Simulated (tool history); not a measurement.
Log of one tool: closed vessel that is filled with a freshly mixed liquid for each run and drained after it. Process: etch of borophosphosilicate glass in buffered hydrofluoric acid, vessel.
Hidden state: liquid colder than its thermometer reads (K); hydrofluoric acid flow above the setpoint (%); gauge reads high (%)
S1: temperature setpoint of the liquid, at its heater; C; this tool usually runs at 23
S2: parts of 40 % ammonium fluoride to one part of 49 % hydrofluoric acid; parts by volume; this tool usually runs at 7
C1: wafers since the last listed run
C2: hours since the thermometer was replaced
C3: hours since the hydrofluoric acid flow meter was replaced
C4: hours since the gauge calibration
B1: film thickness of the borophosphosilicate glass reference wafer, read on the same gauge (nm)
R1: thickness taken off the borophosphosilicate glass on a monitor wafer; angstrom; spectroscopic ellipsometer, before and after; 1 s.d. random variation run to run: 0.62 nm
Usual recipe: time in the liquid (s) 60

{"run": 1, "hour": 0.0, "S1": 23, "S2": 7, "time in the liquid (s)": 60, "C1": 0, "C2": 1547.9, "C3": 1427.2, "C4": 40.5, "B1": 150.03, "R1": 1627.8}
{"run": 2, "hour": 27.3, "S1": 23, "S2": 7, "time in the liquid (s)": 60, "C1": 3810, "C2": 1575.2, "C3": 1454.5, "C4": 67.8, "B1": 149.99, "R1": 1622.9}
{"run": 3, "hour": 45.4, "S1": 23, "S2": 7, "time in the liquid (s)": 60, "C1": 2526, "C2": 1593.3, "C3": 1472.6, "C4": 85.9, "B1": 149.99, "R1": 1636.1}
{"run": 4, "hour": 66.8, "S1": 23, "S2": 7, "time in the liquid (s)": 35, "C1": 2987, "C2": 1614.7, "C3": 1494, "C4": 107.3, "B1": 150.01, "R1": 957.9}
{"run": 5, "hour": 94.2, "S1": 23, "S2": 7, "time in the liquid (s)": 35, "C1": 3824, "C2": 1642.1, "C3": 1521.4, "C4": 134.7, "B1": 150.01, "R1": 962.1}
{"hour": 119.6, "done": "hydrofluoric acid flow meter replaced"}
{"run": 6, "hour": 128.0, "S1": 23, "S2": 7, "time in the liquid (s)": 35, "C1": 4578, "C2": 1675.9, "C3": 8.4, "C4": 168.5, "B1": 150.02, "R1": 866.5}
{"hour": 206.9, "done": "thermometer replaced"}
{"run": 7, "hour": 213.2, "S1": 23, "S2": 7, "time in the liquid (s)": 60, "C1": 11753, "C2": 6.3, "C3": 93.6, "C4": 253.7, "B1": 150, "R1": 1480.9}
{"run": 8, "hour": 243.8, "S1": 19.5, "S2": 7, "time in the liquid (s)": 80, "C1": 4271, "C2": 36.9, "C3": 124.2, "C4": 284.3, "B1": 150.01, "R1": 1649}
{"run": 9, "hour": 258.0, "S1": 23, "S2": 5, "time in the liquid (s)": 60, "C1": 1982, "C2": 51.1, "C3": 138.4, "C4": 298.5, "B1": 149.98, "R1": 2040.3}
{"hour": 275.0, "done": "gauge calibrated"}
{"run": 10, "hour": 285.4, "S1": 23, "S2": 7, "time in the liquid (s)": 60, "C1": 3824, "C2": 78.5, "C3": 165.8, "C4": 10.4, "B1": 150.01, "R1": 1486.6}
{"run": 11, "hour": 318.3, "S1": 23, "S2": 7, "time in the liquid (s)": 60, "C1": 4592, "C2": 111.4, "C3": 198.7, "C4": 43.3, "B1": 150.02, "R1": 1506.7}
{"run": 12, "hour": 343.5, "S1": 23, "S2": 7, "time in the liquid (s)": 70, "C1": 3517, "C2": 136.6, "C3": 223.9, "C4": 68.5, "B1": 150.01, "R1": 1768.3}
{"run": 13, "hour": 359.7, "S1": 20, "S2": 5, "time in the liquid (s)": 60, "C1": 2261, "C2": 152.8, "C3": 240.1, "C4": 84.7, "B1": 150.02, "R1": 1727.6}
{"run": 14, "hour": 372.2, "S1": 21, "S2": 7, "time in the liquid (s)": 60, "C1": 1744, "C2": 165.3, "C3": 252.6, "C4": 97.2, "B1": 150, "R1": 1360}
{"run": 15, "hour": 389.0, "S1": 23, "S2": 5.5, "time in the liquid (s)": 60, "C1": 2345, "C2": 182.1, "C3": 269.4, "C4": 114, "B1": 150, "R1": 1875.9}

Forecast each of these 5 alternatives for the next run:
{"run": "A", "hour": 389.7, "S1": 27, "S2": 7, "time in the liquid (s)": 60, "C1": 97, "C2": 182.8, "C3": 270.1, "C4": 114.7, "B1": "?", "R1": "?"}
{"run": "B", "hour": 389.7, "S1": 19.5, "S2": 8.5, "time in the liquid (s)": 95, "C1": 97, "C2": 182.8, "C3": 270.1, "C4": 114.7, "B1": "?", "R1": "?"}
{"run": "C", "hour": 389.7, "S1": 21, "S2": 5.5, "time in the liquid (s)": 35, "C1": 97, "C2": 182.8, "C3": 270.1, "C4": 114.7, "B1": "?", "R1": "?"}
{"run": "D", "hour": 389.7, "S1": 28, "S2": 7, "time in the liquid (s)": 40, "C1": 97, "C2": 182.8, "C3": 270.1, "C4": 114.7, "B1": "?", "R1": "?"}
{"run": "E", "hour": 389.7, "S1": 26, "S2": 5, "time in the liquid (s)": 80, "C1": 97, "C2": 182.8, "C3": 270.1, "C4": 114.7, "B1": "?", "R1": "?"}

run=A B1=149.98 R1=1870.9
run=B B1=149.98 R1=1612.7
run=C B1=149.98 R1=977.7
run=D B1=149.98 R1=1314.6
run=E B1=149.98 R1=3190.8
Without the tool's hidden state the same runs would have given:
run=A R1=1798.6
run=B R1=1535.4
run=C R1=940.2
run=D R1=1263.8
run=E R1=3054.7
